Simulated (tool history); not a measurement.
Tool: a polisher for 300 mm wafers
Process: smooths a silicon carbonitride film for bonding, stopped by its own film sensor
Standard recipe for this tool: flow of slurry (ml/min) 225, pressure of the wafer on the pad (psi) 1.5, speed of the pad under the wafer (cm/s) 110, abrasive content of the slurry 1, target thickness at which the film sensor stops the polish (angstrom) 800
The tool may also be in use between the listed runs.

run	hour	flow of slurry (ml/min)	pressure of the wafer on the pad (psi)	speed of the pad under the wafer (cm/s)	abrasive content of the slurry	target thickness at which the film sensor stops the polish (angstrom)	wafers since the last listed run	wafers polished on this pad	hours since the slurry nozzle was cleaned	hours since the head pressure was calibrated	hours since the slurry blender was calibrated	incoming thickness of the incoming film, nm	time until the film sensor stopped the polish (s)
1	0	225	1.5	110	1	750	0	181	414.4	1294.8	21.8	101.1	115.7
2	18.2	225	1.5	110	1	750	103	285	432.6	1313	40	98.6	107.8
3	51.2	225	1.5	110	1	750	187	473	465.6	1346	73	101.9	120.7
4	80.1	225	1.5	110	1	800	164	637	494.5	1374.9	101.9	100	94.7
5	95.6	225	1.5	110	1	800	88	725	510	1390.4	117.4	100	95.9
6	129.2	225	1.5	110	1	800	191	916	543.6	1424	151	99	88.9
7	145	225	1.5	120	1	800	89	1006	559.4	1439.8	166.8	98.5	83.7
8	164.2	225	1.5	110	1	800	109	1115	578.6	1459	186	100.8	104.1
# hour 190.2: slurry blender recalibrated
9	193.7	225	1.5	110	1	800	156	1272	608.1	1488.5	3.5	98.7	81.6
# hour 227.1: worn pad replaced by a new one
10	228	225	1.5	110	1	800	172	5	642.4	1522.8	37.8	98.1	79.3
11	247.5	225	1.5	110	1	800	110	116	661.9	1542.3	57.3	99.9	89.2
12	264.3	225	1.5	110	0.85	800	95	211	678.7	1559.1	74.1	100.6	111.6
13	298.1	225	1.5	110	1	800	192	404	712.5	1592.9	107.9	100	94.8
14	312.8	180	1.2	110	1	800	83	487	727.2	1607.6	122.6	100.4	114.5
15	333.8	180	1.5	110	1	800	119	607	748.2	1628.6	143.6	101.7	105.7
# hour 354.4: head pressure recalibrated
# hour 365.5: slurry nozzle cleaned
16	368.5	265	1.5	110	1	800	180	787	3	14.1	178.3	100.5	99.9
17	381.7	225	1.5	138	1	800	75	862	16.2	27.3	191.5	98.9	83.9
# hour 396.1: slurry blender recalibrated
18	400.4	225	1.5	110	1	800	95	957	34.9	46	4.3	100.9	93.7
# hour 424.5: worn pad replaced by a new one
19	433.3	225	1.5	110	1	800	164	50	67.8	78.9	37.2	98.5	82.8
20	452.5	225	1.8	144	1.15	800	109	159	87	98.1	56.4	99.8	60.3
21	483.7	180	2	110	0.75	850	177	337	118.2	129.3	87.6	100.9	80
22	514.4	225	1.2	74	1	770	174	511	148.9	160	118.3	99	151.2
23	527.6	150	1.5	110	1.1	800	75	586	162.1	173.2	131.5	99.1	87.2
24	550.3	185	1.5	86	0.75	730	129	715	184.8	195.9	154.2	97.8	184.9
25	565.5	250	1.5	90	1	820	86	802	200	211.1	169.4	98.4	88.2
26	584.6	225	1.5	110	1	800	108	911	219.1	230.2	188.5	100.9	103.5

4 options for the next run, each taken on its own from the tool as it stands now. Forecast them:
A	585.1	225	1.5	110	0.8	800	2	913	219.6	230.7	189	100.4	?
B	585.1	225	1.7	110	1	740	2	913	219.6	230.7	189	100.4	?
C	585.1	250	1.5	94	1.2	840	2	913	219.6	230.7	189	100.4	?
D	585.1	225	1.2	110	1.25	800	2	913	219.6	230.7	189	100.4	?

run	time until the film sensor stopped the polish (s)
A	127.4
B	118.8
C	75.7
D	98.8
Take away the tool's hidden state, keep each run's random variation, and the runs would have read:
run	time until the film sensor stopped the polish (s)
A	108.9
B	104.4
C	67.8
D	88.9

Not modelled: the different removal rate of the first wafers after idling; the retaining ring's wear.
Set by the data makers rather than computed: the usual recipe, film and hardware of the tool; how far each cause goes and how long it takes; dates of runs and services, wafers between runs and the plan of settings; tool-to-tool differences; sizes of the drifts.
